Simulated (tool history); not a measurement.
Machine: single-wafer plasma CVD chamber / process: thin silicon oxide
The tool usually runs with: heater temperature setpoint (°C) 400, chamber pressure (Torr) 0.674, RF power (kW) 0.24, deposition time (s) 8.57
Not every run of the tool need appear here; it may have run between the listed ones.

| run | hour | heater temperature setpoint (°C) | chamber pressure (Torr) | RF power (kW) | deposition time (s) | read-back reference wafer on the same gauge, thickness_nm | mean film thickness on the monitor wafer (nm) |
|---|---|---|---|---|---|---|---|
| 1 | 0 | 400 | 0.674 | 0.24 | 8.57 | 10.309 | 11.892 |
| 2 | 6.9 | 400 | 0.799 | 0.24 | 8.57 | 10.289 | 13.892 |
| 3 | 14.5 | 400 | 0.674 | 0.24 | 8.57 | 10.307 | 11.782 |
| 4 | 29.3 | 400 | 0.674 | 0.24 | 8.57 | 10.303 | 12.04 |
| 5 | 37.5 | 400 | 0.674 | 0.24 | 8.57 | 10.326 | 11.89 |
| 6 | 48.1 | 400 | 0.674 | 0.24 | 8.57 | 10.313 | 11.975 |
| 7 | 54.9 | 400 | 0.674 | 0.24 | 8.57 | 10.271 | 11.937 |
| 8 | 62.5 | 400 | 0.674 | 0.24 | 8.57 | 10.277 | 11.808 |
|  | 72.7 | capacitance manometer re-zeroed and calibrated |
|  | 80.8 | thermocouple changed; heater temperature recalibrated |
| 9 | 81.3 | 404 | 0.674 | 0.24 | 9.26 | 10.303 | 11.812 |
| 10 | 88.6 | 404 | 0.674 | 0.24 | 9.26 | 10.308 | 11.998 |
| 11 | 102.8 | 400 | 0.674 | 0.24 | 9.86 | 10.303 | 12.78 |
| 12 | 117.5 | 393 | 0.755 | 0.265 | 10.03 | 10.281 | 15.401 |
| 13 | 162 | 400 | 0.578 | 0.24 | 7.04 | 10.297 | 7.863 |
| 14 | 168.2 | 400 | 0.674 | 0.24 | 8.57 | 10.337 | 11.306 |
| 15 | 174.7 | 400 | 0.767 | 0.195 | 8.57 | 10.313 | 11.617 |
|  | 186 | RF generator calibrated |
| 16 | 187.8 | 400 | 0.674 | 0.24 | 8.57 | 10.276 | 11.413 |
| 17 | 196 | 400 | 0.674 | 0.28 | 8.14 | 10.273 | 11.56 |
| 18 | 203.3 | 400 | 0.674 | 0.24 | 7.64 | 10.329 | 10.137 |
| 19 | 214.7 | 400 | 0.674 | 0.24 | 9.99 | 10.332 | 13.314 |
| 20 | 229.8 | 400 | 0.674 | 0.28 | 8.57 | 10.282 | 12.267 |
| 21 | 244.4 | 410 | 0.585 | 0.23 | 10.13 | 10.314 | 11.292 |
|  | 245.9 | gauge calibrated |
| 22 | 259.4 | 400 | 0.674 | 0.225 | 8.14 | 10.315 | 10.691 |
| 23 | 277.1 | 389 | 0.674 | 0.24 | 8.57 | 10.269 | 11.477 |
|  | 303.4 | showerhead replaced |
| 24 | 311.6 | 389 | 0.674 | 0.26 | 8.57 | 10.282 | 11.915 |
| 25 | 323.4 | 400 | 0.674 | 0.24 | 8.57 | 10.28 | 11.536 |
| 26 | 336.3 | 400 | 0.674 | 0.24 | 8.57 | 10.279 | 11.627 |
| 27 | 350.2 | 404 | 0.74 | 0.225 | 6.9 | 10.314 | 9.849 |
| 28 | 363.3 | 391 | 0.674 | 0.24 | 8.57 | 10.317 | 11.656 |
| 29 | 372.3 | 400 | 0.674 | 0.24 | 8.57 | 10.287 | 11.659 |
| 30 | 416.8 | 389 | 0.674 | 0.24 | 8.57 | 10.32 | 11.809 |

Branching from run 30: 3 alternative next runs. What would each branch give?
| A | 417.2 | 386 | 0.674 | 0.24 | 8.57 | ? | ? |
| B | 417.2 | 395 | 0.526 | 0.24 | 9.45 | ? | ? |
| C | 417.2 | 400 | 0.674 | 0.255 | 7 | ? | ? |

| run | read-back reference wafer on the same gauge, thickness_nm | mean film thickness on the monitor wafer (nm) |
|---|---|---|
| A | 10.293 | 11.795 |
| B | 10.293 | 10.069 |
| C | 10.293 | 9.786 |
With the hidden condition removed and each run's random variation left untouched, the same runs would have given:
| run | mean film thickness on the monitor wafer (nm) |
|---|---|
| A | 11.278 |
| B | 9.597 |
| C | 9.356 |
